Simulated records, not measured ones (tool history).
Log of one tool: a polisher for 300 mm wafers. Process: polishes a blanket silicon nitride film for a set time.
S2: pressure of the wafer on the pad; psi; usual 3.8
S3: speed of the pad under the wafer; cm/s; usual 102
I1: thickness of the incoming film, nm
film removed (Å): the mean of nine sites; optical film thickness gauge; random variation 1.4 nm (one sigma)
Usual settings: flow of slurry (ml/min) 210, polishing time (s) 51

Run 1, day 0: usual settings; I1 401. Result: film removed (Å) 1064.
Run 2, day 0.888: usual settings; I1 401.2. Result: film removed (Å) 1047.
Run 3, day 1.65: usual settings; I1 395.5. Result: film removed (Å) 1045.
Run 4, day 3.138: usual settings but S3 118 cm/s; I1 399.1. Result: film removed (Å) 1146.
Run 5, day 4.054: usual settings but S3 118 cm/s; I1 403.7. Result: film removed (Å) 1131.
At day 4.588: slurry nozzle cleaned.
Run 6, day 4.608: usual settings but S3 80 cm/s, polishing time (s) 63; I1 398. Result: film removed (Å) 1025.
Run 7, day 5.417: usual settings; I1 399.4. Result: film removed (Å) 1011.
Run 8, day 5.942: usual settings; I1 395.2. Result: film removed (Å) 983.
Run 9, day 6.883: usual settings; I1 394.2. Result: film removed (Å) 980.
Run 10, day 7.633: usual settings; I1 400.3. Result: film removed (Å) 973.
At day 7.871: worn pad replaced by a new one, of another model than before.
Run 11, day 8.142: usual settings but polishing time (s) 58; I1 397.4. Result: film removed (Å) 1241.
Run 12, day 8.9: usual settings but polishing time (s) 58; I1 401.4. Result: film removed (Å) 1243.
Run 13, day 10.021: usual settings; I1 403.4. Result: film removed (Å) 1069.
Run 14, day 11.021: usual settings; I1 395. Result: film removed (Å) 1062.
At day 13.396: head pressure recalibrated.
Run 15, day 13.696: usual settings but S2 4.6 psi, S3 78 cm/s; I1 400.4. Result: film removed (Å) 1017.
Run 16, day 14.258: usual settings but S2 4.7 psi; I1 396.9. Result: film removed (Å) 1192.
Run 17, day 15.196: usual settings but S2 3.5 psi, polishing time (s) 38; I1 400.1. Result: film removed (Å) 724.
Run 18, day 16.171: usual settings but S3 122 cm/s; I1 408.6. Result: film removed (Å) 1106.
At day 16.546: slurry nozzle cleaned.
At day 18.846: worn pad replaced by a new one.
Run 19, day 20.321: usual settings but flow of slurry (ml/min) 270, S2 4.2 psi, S3 124 cm/s, polishing time (s) 62; I1 403.5. Result: film removed (Å) 1622.
Run 20, day 21.492: usual settings; I1 402.4. Result: film removed (Å) 1044.
Run 21, day 22.312: usual settings; I1 405.6. Result: film removed (Å) 1058.
Run 22, day 22.846: usual settings but flow of slurry (ml/min) 155, S3 118 cm/s; I1 400.6. Result: film removed (Å) 1110.
Run 23, day 23.604: usual settings but S2 2.6 psi; I1 397.1. Result: film removed (Å) 813.
Run 24, day 26.604: usual settings but flow of slurry (ml/min) 260, S2 4.9 psi, S3 88 cm/s; I1 396.4. Result: film removed (Å) 1115.
Run 25, day 27.262: usual settings but flow of slurry (ml/min) 185, S2 4.5 psi; I1 394.3. Result: film removed (Å) 1103.
At day 27.446: worn pad replaced by a new one.
Run 26, day 28.517: usual settings; I1 394.2. Result: film removed (Å) 1079.
At day 29.321: slurry nozzle cleaned.
Run 27, day 29.604: usual settings; I1 402.2. Result: film removed (Å) 1043.
Run 28, day 30.971: usual settings but flow of slurry (ml/min) 270; I1 403.8. Result: film removed (Å) 1047.
Run 29, day 31.646: usual settings but flow of slurry (ml/min) 185, S3 126 cm/s, polishing time (s) 63; I1 398.7. Result: film removed (Å) 1427.
Run 30, day 32.371: usual settings but S2 4.4 psi, polishing time (s) 68; I1 396. Result: film removed (Å) 1533.
At day 32.808: head pressure recalibrated.
Run 31, day 33.429: usual settings; I1 398.5. Result: film removed (Å) 1006.
Run 32, day 34.017: usual settings; I1 400.6. Result: film removed (Å) 1018.
Run 33, day 34.529: usual settings but flow of slurry (ml/min) 150, S2 2.6 psi, S3 126 cm/s, polishing time (s) 58; I1 399.6. Result: film removed (Å) 979.
Run 34, day 35.529: usual settings; I1 397.4. Result: film removed (Å) 994.
At day 36.679: worn pad replaced by a new one.
Run 35, day 36.838: usual settings but flow of slurry (ml/min) 155; I1 407.9. Result: film removed (Å) 1033.
Run 36, day 37.425: usual settings; I1 402.3. Result: film removed (Å) 1109.
Run 37, day 38.558: usual settings; I1 402.7. Result: film removed (Å) 1069.
Run 38, day 39.429: usual settings but S2 2.6 psi, S3 90 cm/s; I1 405.4. Result: film removed (Å) 763.

3 ways to go on from here, each from the tool as it stands after run 38. What would each give?
Run A, day 39.446: usual settings but polishing time (s) 60; I1 396. Result: film removed (Å) ?.
Run B, day 39.446: usual settings but flow of slurry (ml/min) 270, polishing time (s) 37; I1 396. Result: film removed (Å) ?.
Run C, day 39.446: usual settings but S2 3.4 psi, S3 126 cm/s; I1 396. Result: film removed (Å) ?.

run  film removed (Å)
  A              1230
  B               777
  C              1105
Without the tool's hidden state the same runs would have given:
run  film removed (Å)
  A              1285
  B               812
  C              1155
